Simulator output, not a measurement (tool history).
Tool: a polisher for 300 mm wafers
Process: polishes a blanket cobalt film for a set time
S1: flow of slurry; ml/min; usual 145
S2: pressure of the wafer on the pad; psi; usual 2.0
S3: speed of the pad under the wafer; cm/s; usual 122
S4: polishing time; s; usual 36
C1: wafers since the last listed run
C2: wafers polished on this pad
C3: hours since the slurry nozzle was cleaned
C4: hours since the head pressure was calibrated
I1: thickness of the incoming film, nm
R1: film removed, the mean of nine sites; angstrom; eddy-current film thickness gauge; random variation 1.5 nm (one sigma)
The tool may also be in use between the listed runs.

run,hour,S1,S2,S3,S4,C1,C2,C3,C4,I1,R1
1,0.0,115,2.0,140,36,0,522,454.3,414.6,1508.4,2232
2,19.4,115,2.0,140,36,313,835,473.7,434.0,1510.5,2234
3,40.3,115,2.0,140,36,337,1172,494.6,454.9,1497.5,2217
# hour 103.4: worn pad replaced by a new one
4,117.5,120,2.0,122,36,1181,226,571.8,532.1,1520.5,1919
5,131.3,120,2.0,122,36,222,449,585.6,545.9,1501.5,1899
6,146.9,120,2.0,122,36,251,701,601.2,561.5,1504.8,1907
7,170.6,145,2.0,122,36,382,1083,624.9,585.2,1498.5,2003
8,199.2,145,2.0,122,36,461,1545,653.5,613.8,1493.1,2007
9,231.0,175,2.0,122,30,513,2058,685.3,645.6,1522.5,1718
# hour 234.6: slurry nozzle cleaned
# hour 257.9: worn pad replaced by a new one
10,264.1,175,2.0,122,30,453,100,29.5,678.7,1512.6,1815
11,290.0,175,2.0,122,30,418,518,55.4,704.6,1507.5,1798
12,331.0,145,2.3,122,36,661,1180,96.4,745.6,1481.4,2430
# hour 336.1: head pressure recalibrated
13,350.7,145,2.3,122,36,285,1465,116.1,14.6,1487.4,2411
14,376.0,145,2.3,122,36,408,1874,141.4,39.9,1531.3,2409
15,401.4,175,2.0,122,36,409,2284,166.8,65.3,1498.8,2128
# hour 417.3: worn pad replaced by a new one
16,432.5,145,2.0,122,36,437,245,197.9,96.4,1497.1,2079
17,448.0,175,2.0,122,30,250,495,213.4,111.9,1491.5,1819
18,466.6,175,2.2,156,31,300,795,232.0,130.5,1532.8,2605
19,484.1,145,2.0,122,36,282,1078,249.5,148.0,1502.8,2065
20,553.4,145,2.0,122,36,1118,2196,318.8,217.3,1529.9,2089
21,571.6,145,2.0,152,36,293,2490,337.0,235.5,1498.3,2564
# hour 580.0: worn pad replaced by a new one
22,587.4,190,1.3,122,36,190,120,352.8,251.3,1488.5,1395
23,610.7,165,1.5,100,26,376,496,376.1,274.6,1515.2,946
24,631.0,145,2.0,144,31,327,824,396.4,294.9,1517.6,2076
25,652.9,145,2.0,122,36,353,1177,418.3,316.8,1508.5,2051
26,668.4,145,2.0,122,36,250,1427,433.8,332.3,1513.8,2053
27,682.2,175,1.5,86,36,222,1650,447.6,346.1,1518.9,1123
28,699.7,145,2.0,122,24,282,1932,465.1,363.6,1518.0,1363
# hour 735.0: worn pad replaced by a new one
29,735.5,145,2.0,104,36,513,8,500.9,399.4,1513.1,1749

Forecast each of these 4 alternatives for the next run:
A,735.9,145,2.0,122,36,6,14,501.3,399.8,1515.0,?
B,735.9,125,1.5,122,41,6,14,501.3,399.8,1515.0,?
C,735.9,145,2.0,122,49,6,14,501.3,399.8,1515.0,?
D,735.9,185,2.0,122,41,6,14,501.3,399.8,1515.0,?

run,R1
A,2022
B,1663
C,2752
D,2421
Without the tool's hidden state the same runs would have given:
run,R1
A,2098
B,1736
C,2856
D,2492
